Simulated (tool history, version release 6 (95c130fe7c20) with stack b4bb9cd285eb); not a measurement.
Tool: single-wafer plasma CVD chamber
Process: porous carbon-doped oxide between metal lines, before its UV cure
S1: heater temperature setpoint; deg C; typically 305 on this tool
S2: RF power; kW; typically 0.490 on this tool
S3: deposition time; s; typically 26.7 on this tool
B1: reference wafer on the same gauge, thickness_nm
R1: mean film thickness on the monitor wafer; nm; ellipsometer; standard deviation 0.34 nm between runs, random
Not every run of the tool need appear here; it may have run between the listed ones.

| run | day | S1 | S2 | S3 | B1 | R1 |
|---|---|---|---|---|---|---|
| 1 | 0.000 | 305 | 0.490 | 26.7 | 112.842 | 128.114 |
| 2 | 1.842 | 305 | 0.420 | 29.7 | 112.921 | 128.127 |
| 3 | 4.038 | 305 | 0.420 | 29.7 | 112.937 | 127.699 |
| 4 | 6.562 | 305 | 0.490 | 26.7 | 113.059 | 127.164 |
| 5 | 7.592 | 305 | 0.490 | 26.7 | 112.930 | 127.230 |
| 6 | 9.921 | 305 | 0.490 | 26.7 | 112.890 | 127.572 |
| 7 | 11.092 | 305 | 0.490 | 26.7 | 112.967 | 127.264 |
| 8 | 13.625 | 305 | 0.490 | 29.5 | 113.047 | 140.916 |
| 9 | 15.383 | 305 | 0.490 | 29.5 | 113.135 | 140.248 |
| 10 | 17.988 | 305 | 0.490 | 29.5 | 112.991 | 140.009 |
| 11 | 20.471 | 305 | 0.490 | 26.7 | 113.190 | 127.641 |
| 12 | 21.567 | 305 | 0.490 | 26.7 | 113.095 | 127.324 |
| 13 | 22.983 | 305 | 0.490 | 26.7 | 112.901 | 127.183 |
| 14 | 24.904 | 305 | 0.490 | 26.7 | 112.969 | 127.190 |
| 15 | 27.554 | 305 | 0.490 | 26.7 | 113.057 | 127.608 |
| 16 | 28.571 | 305 | 0.490 | 26.7 | 112.975 | 127.487 |
| 17 | 30.250 | 309 | 0.460 | 28.1 | 113.121 | 126.027 |
| 18 | 32.121 | 309 | 0.460 | 28.1 | 113.018 | 126.862 |
| 19 | 36.329 | 305 | 0.490 | 30.4 | 112.994 | 144.739 |
|  | 37.592 | showerhead replaced |
|  | 40.567 | RF generator calibrated |
| 20 | 41.929 | 313 | 0.490 | 21.7 | 112.917 | 100.494 |
|  | 42.458 | gauge calibrated |
| 21 | 44.042 | 305 | 0.425 | 28.9 | 112.999 | 126.257 |
| 22 | 45.317 | 294 | 0.490 | 23.0 | 112.904 | 117.228 |
| 23 | 47.300 | 305 | 0.555 | 28.3 | 112.942 | 145.444 |
|  | 48.775 | thermocouple changed; heater temperature recalibrated |
| 24 | 48.796 | 315 | 0.450 | 26.7 | 112.918 | 115.150 |
| 25 | 50.796 | 292 | 0.540 | 26.7 | 112.926 | 144.703 |
| 26 | 52.792 | 297 | 0.565 | 30.7 | 112.810 | 165.756 |
| 27 | 59.354 | 291 | 0.490 | 21.9 | 112.965 | 113.435 |
| 28 | 67.638 | 305 | 0.490 | 26.7 | 112.924 | 127.449 |
| 29 | 70.192 | 293 | 0.395 | 29.3 | 112.923 | 129.323 |
| 30 | 72.542 | 305 | 0.490 | 26.7 | 112.967 | 128.084 |
| 31 | 74.517 | 305 | 0.490 | 26.7 | 113.064 | 127.370 |
| 32 | 75.892 | 292 | 0.535 | 22.5 | 112.942 | 121.677 |

What if the next run were any one of these 3? Each begins from the tool's condition after run 32:
| A | 75.908 | 305 | 0.490 | 26.7 | ? | ? |
| B | 75.908 | 316 | 0.490 | 26.7 | ? | ? |
| C | 75.908 | 305 | 0.445 | 26.7 | ? | ? |

| run | B1 | R1 |
|---|---|---|
| A | 113.062 | 128.124 |
| B | 113.062 | 121.238 |
| C | 113.062 | 120.905 |
With the hidden condition removed and each run's random variation left untouched, the same runs would have given:
| run | R1 |
|---|---|
| A | 128.124 |
| B | 121.238 |
| C | 120.905 |

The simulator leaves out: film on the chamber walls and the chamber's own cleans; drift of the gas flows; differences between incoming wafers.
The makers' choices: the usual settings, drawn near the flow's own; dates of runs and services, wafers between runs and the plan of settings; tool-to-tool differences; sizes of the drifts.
